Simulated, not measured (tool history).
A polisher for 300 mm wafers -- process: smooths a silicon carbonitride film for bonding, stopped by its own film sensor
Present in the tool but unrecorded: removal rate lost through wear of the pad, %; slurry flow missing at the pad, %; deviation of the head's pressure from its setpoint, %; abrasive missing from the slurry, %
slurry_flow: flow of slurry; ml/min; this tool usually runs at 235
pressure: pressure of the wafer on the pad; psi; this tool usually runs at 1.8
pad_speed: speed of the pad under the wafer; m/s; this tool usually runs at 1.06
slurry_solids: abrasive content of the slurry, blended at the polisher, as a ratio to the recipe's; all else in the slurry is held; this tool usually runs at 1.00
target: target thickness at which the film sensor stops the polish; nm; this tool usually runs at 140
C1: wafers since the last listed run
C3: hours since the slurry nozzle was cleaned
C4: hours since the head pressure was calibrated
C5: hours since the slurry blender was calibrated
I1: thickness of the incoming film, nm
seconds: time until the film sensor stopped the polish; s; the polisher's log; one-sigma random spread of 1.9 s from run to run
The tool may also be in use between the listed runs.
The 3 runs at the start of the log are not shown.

run 4 day=1.471 | slurry_flow=235 pressure=1.8 pad_speed=1.06 slurry_solids=1.00 target=140 | C1=120 wafers_polished_on_this_pad=803 C3=633.6 C4=1157.0 C5=245.7 | I1=159.5 | seconds=110.6
run 5 day=1.967 | slurry_flow=215 pressure=1.8 pad_speed=1.06 slurry_solids=1.00 target=140 | C1=119 wafers_polished_on_this_pad=922 C3=645.5 C4=1168.9 C5=257.6 | I1=159.2 | seconds=111.7
-- day=2.404 worn pad replaced by a new one
run 6 day=2.425 | slurry_flow=215 pressure=1.8 pad_speed=1.06 slurry_solids=1.00 target=140 | C1=70 wafers_polished_on_this_pad=4 C3=656.5 C4=1179.9 C5=268.6 | I1=161.4 | seconds=121.0
run 7 day=3.075 | slurry_flow=215 pressure=1.8 pad_speed=1.06 slurry_solids=1.00 target=140 | C1=156 wafers_polished_on_this_pad=160 C3=672.1 C4=1195.5 C5=284.2 | I1=161.7 | seconds=126.1
run 8 day=3.658 | slurry_flow=235 pressure=1.8 pad_speed=1.06 slurry_solids=1.15 target=140 | C1=140 wafers_polished_on_this_pad=300 C3=686.1 C4=1209.5 C5=298.2 | I1=162.0 | seconds=122.8
run 9 day=4.396 | slurry_flow=235 pressure=1.8 pad_speed=1.06 slurry_solids=1.15 target=140 | C1=177 wafers_polished_on_this_pad=478 C3=703.8 C4=1227.2 C5=315.9 | I1=158.0 | seconds=100.2
run 10 day=4.712 | slurry_flow=205 pressure=1.8 pad_speed=1.06 slurry_solids=1.00 target=140 | C1=76 wafers_polished_on_this_pad=554 C3=711.4 C4=1234.8 C5=323.5 | I1=161.2 | seconds=127.3
-- day=5.188 slurry nozzle cleaned
run 11 day=5.246 | slurry_flow=235 pressure=1.8 pad_speed=1.06 slurry_solids=1.00 target=140 | C1=118 wafers_polished_on_this_pad=672 C3=1.4 C4=1247.6 C5=336.3 | I1=159.4 | seconds=118.3
run 12 day=5.704 | slurry_flow=235 pressure=1.8 pad_speed=1.06 slurry_solids=1.00 target=140 | C1=110 wafers_polished_on_this_pad=782 C3=12.4 C4=1258.6 C5=347.3 | I1=161.7 | seconds=133.2
run 13 day=6.025 | slurry_flow=205 pressure=2.0 pad_speed=1.20 slurry_solids=1.00 target=140 | C1=77 wafers_polished_on_this_pad=859 C3=20.1 C4=1266.3 C5=355.0 | I1=161.2 | seconds=116.6
run 14 day=6.458 | slurry_flow=235 pressure=1.4 pad_speed=1.06 slurry_solids=1.20 target=135 | C1=104 wafers_polished_on_this_pad=963 C3=30.5 C4=1276.7 C5=365.4 | I1=160.2 | seconds=164.6
-- day=6.683 worn pad replaced by a new one
run 15 day=7.192 | slurry_flow=285 pressure=1.6 pad_speed=1.06 slurry_solids=1.00 target=143 | C1=136 wafers_polished_on_this_pad=122 C3=48.1 C4=1294.3 C5=383.0 | I1=161.6 | seconds=132.0
run 16 day=7.679 | slurry_flow=270 pressure=1.8 pad_speed=1.32 slurry_solids=1.15 target=146 | C1=117 wafers_polished_on_this_pad=239 C3=59.8 C4=1306.0 C5=394.7 | I1=162.1 | seconds=81.9
run 17 day=8.312 | slurry_flow=235 pressure=2.2 pad_speed=1.06 slurry_solids=1.00 target=140 | C1=152 wafers_polished_on_this_pad=391 C3=75.0 C4=1321.2 C5=409.9 | I1=163.1 | seconds=148.3
-- day=8.779 slurry blender recalibrated
run 18 day=8.946 | slurry_flow=235 pressure=1.3 pad_speed=1.06 slurry_solids=1.00 target=146 | C1=132 wafers_polished_on_this_pad=523 C3=90.2 C4=1336.4 C5=4.0 | I1=160.2 | seconds=87.2

Run 19, settings as shown, results not yet in. Your forecast:
-- day=9.067 head pressure recalibrated
run 19 day=9.475 | slurry_flow=235 pressure=1.8 pad_speed=1.06 slurry_solids=1.00 target=140 | C1=107 wafers_polished_on_this_pad=630 C3=102.9 C4=9.8 C5=16.7 | I1=157.4 | seconds=?

{"run 19": {"seconds": 90.4}}
With no hidden state in the tool, this same run would have given seconds 88.8 s.
